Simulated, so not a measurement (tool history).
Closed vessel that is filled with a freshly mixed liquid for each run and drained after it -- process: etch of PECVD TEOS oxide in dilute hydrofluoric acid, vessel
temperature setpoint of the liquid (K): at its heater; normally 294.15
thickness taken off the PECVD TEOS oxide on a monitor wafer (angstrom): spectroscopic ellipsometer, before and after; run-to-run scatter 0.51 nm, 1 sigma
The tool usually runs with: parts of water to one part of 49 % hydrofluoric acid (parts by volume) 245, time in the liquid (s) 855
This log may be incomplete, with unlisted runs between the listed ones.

run     day  temperature setpoint of the liquid (K)  parts of water to one part of 49 % hydrofluoric acid (parts by volume)  time in the liquid (s)  read-back film thickness of the PECVD TEOS oxide reference wafer, read on the same gauge (nm)  thickness taken off the PECVD TEOS oxide on a monitor wafer (angstrom)
  1   0.000                                  294.15                                                                     300                     855                                                                                          30.00                                                                   476.1
  2   1.129                                  294.15                                                                     300                     855                                                                                          29.99                                                                   472.4
  3   2.433                                  294.15                                                                     245                     855                                                                                          29.99                                                                   617.2
      3.062  -- thermometer replaced
  4   3.300                                  294.15                                                                     245                     855                                                                                          30.01                                                                   621.2
      5.133  -- gauge calibrated
  5   5.579                                  294.15                                                                     245                     640                                                                                          30.01                                                                   458.8
  6   6.300                                  294.15                                                                     245                     640                                                                                          30.00                                                                   461.4
  7   7.450                                  294.15                                                                     245                     855                                                                                          30.02                                                                   620.8
  8   8.667                                  294.15                                                                     245                     855                                                                                          29.99                                                                   620.2
  9   9.471                                  294.15                                                                     245                     855                                                                                          30.02                                                                   620.9
 10  10.250                                  294.15                                                                     245                     625                                                                                          30.00                                                                   448.8
 11  11.362                                  294.15                                                                     245                     625                                                                                          29.99                                                                   462.7
 12  12.838                                  297.15                                                                     245                     855                                                                                          29.97                                                                   687.0
 13  13.708                                  295.65                                                                     165                     855                                                                                          30.01                                                                  1065.3
 14  14.917                                  294.15                                                                     245                     855                                                                                          29.99                                                                   627.1
 15  16.179                                  294.15                                                                     245                     545                                                                                          30.02                                                                   405.3
 16  17.117                                  295.65                                                                     195                    1035                                                                                          30.02                                                                  1048.2
 17  17.996                                  294.15                                                                     245                     855                                                                                          29.99                                                                   624.7
 18  19.129                                  298.65                                                                     180                     855                                                                                          29.99                                                                  1072.6
 19  20.246                                  294.15                                                                     320                     855                                                                                          30.00                                                                   450.5
     21.446  -- hydrofluoric acid flow meter replaced
 20  21.458                                  294.15                                                                     145                     855                                                                                          30.01                                                                  1069.5
 21  22.479                                  292.15                                                                     245                    1040                                                                                          29.98                                                                   655.9
 22  23.250                                  296.15                                                                     245                     855                                                                                          29.99                                                                   620.1
 23  24.325                                  294.15                                                                     310                     855                                                                                          29.98                                                                   432.1
 24  24.988                                  294.15                                                                     295                    1050                                                                                          30.00                                                                   557.6
 25  26.262                                  294.15                                                                     150                     855                                                                                          30.00                                                                  1026.9
 26  27.121                                  294.15                                                                     160                     855                                                                                          29.98                                                                   977.2
 27  27.788                                  294.15                                                                     245                     855                                                                                          30.01                                                                   574.3
 28  29.000                                  297.65                                                                     245                    1215                                                                                          30.01                                                                   933.1
 29  29.683                                  292.15                                                                     145                     855                                                                                          29.98                                                                  1001.4
 30  30.354                                  294.15                                                                     245                     855                                                                                          29.99                                                                   569.9
 31  31.246                                  299.15                                                                     360                     855                                                                                          30.01                                                                   420.0
 32  32.292                                  296.15                                                                     320                     500                                                                                          30.01                                                                   260.5
 33  33.279                                  291.15                                                                     180                     465                                                                                          29.99                                                                   409.7

Predict each of these 4 candidate next runs independently; none follows another, all start after run 33:
  A  33.317                                  294.15                                                                     245                     405                                                                                              ?                                                                       ?
  B  33.317                                  296.15                                                                     245                     420                                                                                              ?                                                                       ?
  C  33.317                                  297.15                                                                     155                     630                                                                                              ?                                                                       ?
  D  33.317                                  294.15                                                                     290                     855                                                                                              ?                                                                       ?

run  read-back film thickness of the PECVD TEOS oxide reference wafer, read on the same gauge (nm)  thickness taken off the PECVD TEOS oxide on a monitor wafer (angstrom)
  A                                                                                          29.99                                                                   277.8
  B                                                                                          29.99                                                                   310.2
  C                                                                                          29.99                                                                   838.8
  D                                                                                          29.99                                                                   475.3
The same runs, with their run-to-run variation unchanged, on a tool lacking any hidden condition would have given:
run  thickness taken off the PECVD TEOS oxide on a monitor wafer (angstrom)
  A                                                                   270.4
  B                                                                   301.9
  C                                                                   817.6
  D                                                                   462.4

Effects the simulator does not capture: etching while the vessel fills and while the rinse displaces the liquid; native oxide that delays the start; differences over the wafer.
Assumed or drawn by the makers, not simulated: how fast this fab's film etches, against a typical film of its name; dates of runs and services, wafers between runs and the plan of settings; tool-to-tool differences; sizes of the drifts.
